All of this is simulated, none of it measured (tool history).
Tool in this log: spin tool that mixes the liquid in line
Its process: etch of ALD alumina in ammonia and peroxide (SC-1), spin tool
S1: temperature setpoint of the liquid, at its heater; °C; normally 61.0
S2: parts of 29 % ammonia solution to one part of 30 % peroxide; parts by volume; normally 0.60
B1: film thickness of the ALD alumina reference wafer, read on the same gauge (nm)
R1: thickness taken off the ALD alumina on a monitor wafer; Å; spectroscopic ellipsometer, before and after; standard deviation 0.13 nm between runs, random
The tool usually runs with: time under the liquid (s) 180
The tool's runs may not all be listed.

Run 1, hour 0.0: usual settings but S1 68.0 °C; B1 109.99. Result: R1 315.6 Å.
Run 2, hour 25.8: usual settings; B1 109.99. Result: R1 218.3 Å.
Run 3, hour 42.8: usual settings; B1 110.01. Result: R1 220.5 Å.
Run 4, hour 66.3: usual settings; B1 109.98. Result: R1 217.5 Å.
At hour 72.8: ammonia flow meter replaced.
Run 5, hour 79.4: usual settings; B1 109.99. Result: R1 217.8 Å.
Run 6, hour 102.5: usual settings; B1 109.98. Result: R1 219.3 Å.
At hour 136.4: new drum of ammonia solution connected.
Run 7, hour 174.5: usual settings; B1 109.99. Result: R1 215.0 Å.
Run 8, hour 196.7: usual settings but S2 0.35 parts by volume, time under the liquid (s) 120; B1 110.00. Result: R1 137.0 Å.
At hour 200.4: heated supply line repaired.
Run 9, hour 222.5: usual settings but time under the liquid (s) 130; B1 109.99. Result: R1 169.6 Å.
Run 10, hour 251.5: usual settings; B1 110.00. Result: R1 231.2 Å.
Run 11, hour 283.5: usual settings but S1 58.5 °C, time under the liquid (s) 90; B1 110.00. Result: R1 102.4 Å.
Run 12, hour 310.6: usual settings; B1 110.00. Result: R1 230.7 Å.
Run 13, hour 342.3: usual settings but S1 65.0 °C; B1 109.99. Result: R1 282.8 Å.
Run 14, hour 378.3: usual settings but S2 0.80 parts by volume, time under the liquid (s) 225; B1 110.00. Result: R1 293.9 Å.
At hour 398.9: gauge calibrated.
Run 15, hour 408.0: usual settings but S1 56.5 °C, S2 0.70 parts by volume, time under the liquid (s) 285; B1 110.01. Result: R1 294.2 Å.
Run 16, hour 436.5: usual settings but S1 68.0 °C; B1 110.00. Result: R1 327.3 Å.
Run 17, hour 466.3: usual settings but S1 56.5 °C, S2 0.90 parts by volume, time under the liquid (s) 270; B1 109.99. Result: R1 283.2 Å.
Run 18, hour 484.4: usual settings but S2 0.30 parts by volume, time under the liquid (s) 120; B1 110.01. Result: R1 143.3 Å.
Run 19, hour 506.8: usual settings but S2 0.75 parts by volume, time under the liquid (s) 110; B1 110.00. Result: R1 143.0 Å.
Run 20, hour 541.9: usual settings; B1 110.00. Result: R1 227.9 Å.
Run 21, hour 568.3: usual settings but S2 0.75 parts by volume; B1 110.02. Result: R1 234.3 Å.
Run 22, hour 582.0: usual settings but S2 0.85 parts by volume, time under the liquid (s) 210; B1 110.01. Result: R1 276.5 Å.
Run 23, hour 598.7: usual settings; B1 109.99. Result: R1 228.0 Å.
Run 24, hour 612.6: usual settings; B1 110.01. Result: R1 229.6 Å.
Run 25, hour 632.0: usual settings; B1 110.00. Result: R1 228.6 Å.
Run 26, hour 656.2: usual settings but S2 0.50 parts by volume, time under the liquid (s) 210; B1 109.99. Result: R1 261.1 Å.

Here are 3 independent what-if runs from the current tool condition. What would each one return?
Run A, hour 656.7: usual settings; B1 ?. Result: R1 ?.
Run B, hour 656.7: usual settings but S1 53.0 °C, S2 0.80 parts by volume, time under the liquid (s) 145; B1 ?. Result: R1 ?.
Run C, hour 656.7: usual settings but S1 69.5 °C, S2 0.80 parts by volume, time under the liquid (s) 110; B1 ?. Result: R1 ?.

run      B1     R1
  A  110.02  230.5
  B  110.02  125.1
  C  110.02  221.2
Without the tool's hidden state the same runs would have given:
run     R1
  A  242.3
  B  131.9
  C  231.9
